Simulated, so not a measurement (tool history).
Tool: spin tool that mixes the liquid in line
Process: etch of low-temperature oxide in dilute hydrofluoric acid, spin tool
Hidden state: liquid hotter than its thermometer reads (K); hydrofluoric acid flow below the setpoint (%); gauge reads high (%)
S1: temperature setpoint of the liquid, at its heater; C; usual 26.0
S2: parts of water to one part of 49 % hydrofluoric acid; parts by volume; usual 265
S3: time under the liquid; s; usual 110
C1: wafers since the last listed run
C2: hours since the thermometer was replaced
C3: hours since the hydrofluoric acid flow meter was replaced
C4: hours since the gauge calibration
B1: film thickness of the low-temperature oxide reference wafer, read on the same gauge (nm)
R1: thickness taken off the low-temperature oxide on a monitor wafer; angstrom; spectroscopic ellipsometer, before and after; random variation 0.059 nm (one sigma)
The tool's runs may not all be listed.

run 1 hour=0.0 | S1=26.0 S2=265 S3=110 | C1=0 C2=2155.0 C3=2168.4 C4=170.4 | B1=100.01 | R1=66.3
run 2 hour=29.5 | S1=26.0 S2=215 S3=70 | C1=357 C2=2184.5 C3=2197.9 C4=199.9 | B1=100.00 | R1=55.1
run 3 hour=207.6 | S1=26.0 S2=265 S3=110 | C1=2159 C2=2362.6 C3=2376.0 C4=378.0 | B1=99.99 | R1=66.7
run 4 hour=237.1 | S1=26.0 S2=265 S3=110 | C1=357 C2=2392.1 C3=2405.5 C4=407.5 | B1=100.02 | R1=65.7
run 5 hour=309.0 | S1=26.0 S2=265 S3=110 | C1=871 C2=2464.0 C3=2477.4 C4=479.4 | B1=99.99 | R1=65.4
-- hour=321.4 gauge calibrated
run 6 hour=365.4 | S1=26.0 S2=265 S3=110 | C1=683 C2=2520.4 C3=2533.8 C4=44.0 | B1=100.00 | R1=66.0
-- hour=397.4 hydrofluoric acid flow meter replaced
run 7 hour=435.7 | S1=26.0 S2=265 S3=110 | C1=840 C2=2590.7 C3=38.3 C4=114.3 | B1=100.00 | R1=65.5
-- hour=438.9 thermometer replaced
run 8 hour=461.7 | S1=26.0 S2=265 S3=110 | C1=303 C2=22.8 C3=64.3 C4=140.3 | B1=100.00 | R1=66.3
run 9 hour=500.6 | S1=24.0 S2=185 S3=110 | C1=471 C2=61.7 C3=103.2 C4=179.2 | B1=99.99 | R1=96.9
run 10 hour=529.6 | S1=26.0 S2=195 S3=110 | C1=351 C2=90.7 C3=132.2 C4=208.2 | B1=100.02 | R1=96.3
run 11 hour=592.6 | S1=23.0 S2=265 S3=170 | C1=763 C2=153.7 C3=195.2 C4=271.2 | B1=100.00 | R1=91.9
run 12 hour=646.1 | S1=26.0 S2=265 S3=110 | C1=648 C2=207.2 C3=248.7 C4=324.7 | B1=100.01 | R1=66.5
run 13 hour=677.8 | S1=26.0 S2=340 S3=150 | C1=384 C2=238.9 C3=280.4 C4=356.4 | B1=99.99 | R1=65.5
run 14 hour=746.2 | S1=27.5 S2=190 S3=55 | C1=829 C2=307.3 C3=348.8 C4=424.8 | B1=99.99 | R1=52.0
run 15 hour=796.8 | S1=29.5 S2=310 S3=135 | C1=613 C2=357.9 C3=399.4 C4=475.4 | B1=100.01 | R1=75.0
run 16 hour=838.9 | S1=23.5 S2=265 S3=110 | C1=510 C2=400.0 C3=441.5 C4=517.5 | B1=100.00 | R1=61.4
run 17 hour=873.5 | S1=31.0 S2=385 S3=110 | C1=419 C2=434.6 C3=476.1 C4=552.1 | B1=100.00 | R1=46.6

3 ways to go on from here, each from the tool as it stands after run 17. What would each give?
run A hour=873.9 | S1=26.0 S2=305 S3=110 | C1=4 C2=435.0 C3=476.5 C4=552.5 | B1=? | R1=?
run B hour=873.9 | S1=21.0 S2=365 S3=110 | C1=4 C2=435.0 C3=476.5 C4=552.5 | B1=? | R1=?
run C hour=873.9 | S1=23.5 S2=140 S3=75 | C1=4 C2=435.0 C3=476.5 C4=552.5 | B1=? | R1=?

run=A B1=100.03 R1=55.5
run=B B1=100.03 R1=36.9
run=C B1=100.03 R1=89.8
Without the tool's hidden state the same runs would have given:
run=A R1=55.5
run=B R1=36.9
run=C R1=89.8
